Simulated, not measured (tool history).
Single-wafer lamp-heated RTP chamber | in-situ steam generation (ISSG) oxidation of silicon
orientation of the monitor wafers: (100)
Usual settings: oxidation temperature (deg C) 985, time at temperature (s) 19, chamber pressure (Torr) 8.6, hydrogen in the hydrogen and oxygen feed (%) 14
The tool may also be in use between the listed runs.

run	day	oxidation temperature (deg C)	time at temperature (s)	chamber pressure (Torr)	hydrogen in the hydrogen and oxygen feed (%)	read-back reference wafer on the same gauge, thickness	oxide thickness on the monitor wafer (angstrom)
1	0	985	19	8.6	14	4.4	46.53
2	1.162	985	19	8.6	14	4.401	46.43
3	2.312	985	19	8.6	14	4.397	46.47
4	2.896	985	19	8.6	14	4.399	46.63
5	4	985	19	8.6	14	4.401	46.43
6	5.1	985	19	8.6	19	4.4	49.8
7	6.338	985	19	8.6	19	4.399	49.75
8	7.25	985	19	8.6	19	4.401	49.81
9	8.696	985	19	8.6	14	4.401	46.59
10	9.538	985	19	8.6	14	4.4	46.54
11	10.612	985	19	8.6	14	4.401	46.62
12	12.071	985	19	8.6	14	4.399	46.57
# day 12.5: hydrogen flow controller replaced
13	12.733	985	19	8.6	14	4.4	46.69
# day 13.725: pressure gauge zeroed
14	13.871	977	19	8.6	22	4.399	50.02
15	14.962	996	19	8.6	14	4.4	48.69
# day 15.467: pyrometer window cleaned and pyrometer calibrated
16	16.188	985	14	9.9	14	4.399	39.46
17	18.775	979	19	8.6	23	4.399	50.29
18	19.992	972	16	7.4	21	4.399	44.86
19	21.196	1001	26	9.3	18	4.401	60.08
20	21.933	971	25	9	14	4.4	49.7
21	22.892	996	19	8.6	14	4.398	48.27
22	23.683	979	19	8.6	11	4.399	43.03
# day 24.729: gauge calibrated
23	25.158	985	13	9.3	17	4.402	40.68
24	29.396	985	19	8.6	14	4.397	46.58
25	30.158	971	25	9.9	14	4.4	49.36
26	30.975	985	23	7.5	11	4.398	48.16
27	32.288	993	19	7.5	14	4.399	47.95
28	33.638	976	22	8.6	14	4.398	48.13
29	34.758	985	19	8.6	14	4.401	46.54
30	35.462	971	19	8.6	22	4.399	48.84

Forecast each of these 5 alternatives for the next run:
A	35.479	985	19	8.6	14	?	?
B	35.479	1000	15	9.8	11	?	?
C	35.479	1002	19	8.6	14	?	?
D	35.479	994	24	9.7	11	?	?
E	35.479	985	19	10	14	?	?

run	read-back reference wafer on the same gauge, thickness	oxide thickness on the monitor wafer (angstrom)
A	4.403	46.51
B	4.403	41.42
C	4.403	49.76
D	4.403	50.81
E	4.403	45.81
Without the tool's hidden state the same runs would have given:
run	oxide thickness on the monitor wafer (angstrom)
A	45.59
B	40.58
C	48.66
D	49.68
E	44.9

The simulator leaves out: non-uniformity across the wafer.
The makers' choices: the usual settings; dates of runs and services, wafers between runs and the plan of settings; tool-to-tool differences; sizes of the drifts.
